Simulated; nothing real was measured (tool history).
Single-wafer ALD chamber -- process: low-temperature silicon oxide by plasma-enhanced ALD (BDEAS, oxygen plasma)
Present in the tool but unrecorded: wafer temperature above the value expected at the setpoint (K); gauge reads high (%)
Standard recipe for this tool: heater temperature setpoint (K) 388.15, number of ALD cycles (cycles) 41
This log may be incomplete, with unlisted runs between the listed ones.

| run | hour | heater temperature setpoint (K) | number of ALD cycles (cycles) | wafers since the last listed run | hours since the last thermocouple change | hours since the gauge calibration | read-back reference wafer on the same gauge, thickness_nm | mean film thickness on the monitor wafer (Å) |
|---|---|---|---|---|---|---|---|---|
| 1 | 0.0 | 388.15 | 41 | 0 | 1391.5 | 938.1 | 5.780 | 62.45 |
| 2 | 59.2 | 388.15 | 39 | 371 | 1450.7 | 997.3 | 5.778 | 59.69 |
| 3 | 112.7 | 388.15 | 39 | 335 | 1504.2 | 1050.8 | 5.778 | 59.56 |
| 4 | 189.5 | 388.15 | 41 | 482 | 1581.0 | 1127.6 | 5.778 | 62.86 |
| 5 | 275.7 | 388.15 | 41 | 541 | 1667.2 | 1213.8 | 5.779 | 62.61 |
| 6 | 355.5 | 388.15 | 41 | 500 | 1747.0 | 1293.6 | 5.781 | 62.71 |
| 7 | 402.1 | 393.15 | 35 | 292 | 1793.6 | 1340.2 | 5.777 | 53.04 |
| 8 | 474.6 | 393.15 | 35 | 455 | 1866.1 | 1412.7 | 5.777 | 52.92 |
| 9 | 567.7 | 388.15 | 41 | 584 | 1959.2 | 1505.8 | 5.777 | 62.78 |
| 10 | 617.5 | 388.15 | 41 | 312 | 2009.0 | 1555.6 | 5.778 | 62.85 |
| 11 | 686.8 | 388.15 | 41 | 434 | 2078.3 | 1624.9 | 5.778 | 62.63 |
|  | 721.0 | gauge calibrated |
| 12 | 759.8 | 388.15 | 46 | 458 | 2151.3 | 38.8 | 5.781 | 70.30 |
| 13 | 836.6 | 388.15 | 41 | 482 | 2228.1 | 115.6 | 5.780 | 62.72 |
|  | 899.4 | thermocouple changed; heater temperature recalibrated |
| 14 | 899.9 | 401.15 | 49 | 347 | 0.5 | 178.9 | 5.780 | 72.60 |
| 15 | 934.5 | 401.15 | 41 | 217 | 35.1 | 213.5 | 5.785 | 60.62 |
| 16 | 1005.4 | 395.15 | 44 | 445 | 106.0 | 284.4 | 5.781 | 65.76 |
| 17 | 1104.3 | 381.15 | 36 | 620 | 204.9 | 383.3 | 5.779 | 55.43 |
| 18 | 1145.0 | 374.15 | 45 | 255 | 245.6 | 424.0 | 5.780 | 70.26 |
| 19 | 1213.5 | 395.15 | 36 | 429 | 314.1 | 492.5 | 5.781 | 54.03 |
| 20 | 1310.8 | 396.15 | 35 | 610 | 411.4 | 589.8 | 5.776 | 52.85 |

For run 21, what comes out?
| 21 | 1364.3 | 388.15 | 41 | 335 | 464.9 | 643.3 | ? | ? |

read-back reference wafer on the same gauge, thickness_nm: 5.778
mean film thickness on the monitor wafer (Å): 62.48
On a tool with no hidden condition, and with the same random variation, this run would have come out at mean film thickness on the monitor wafer (Å) 62.29.
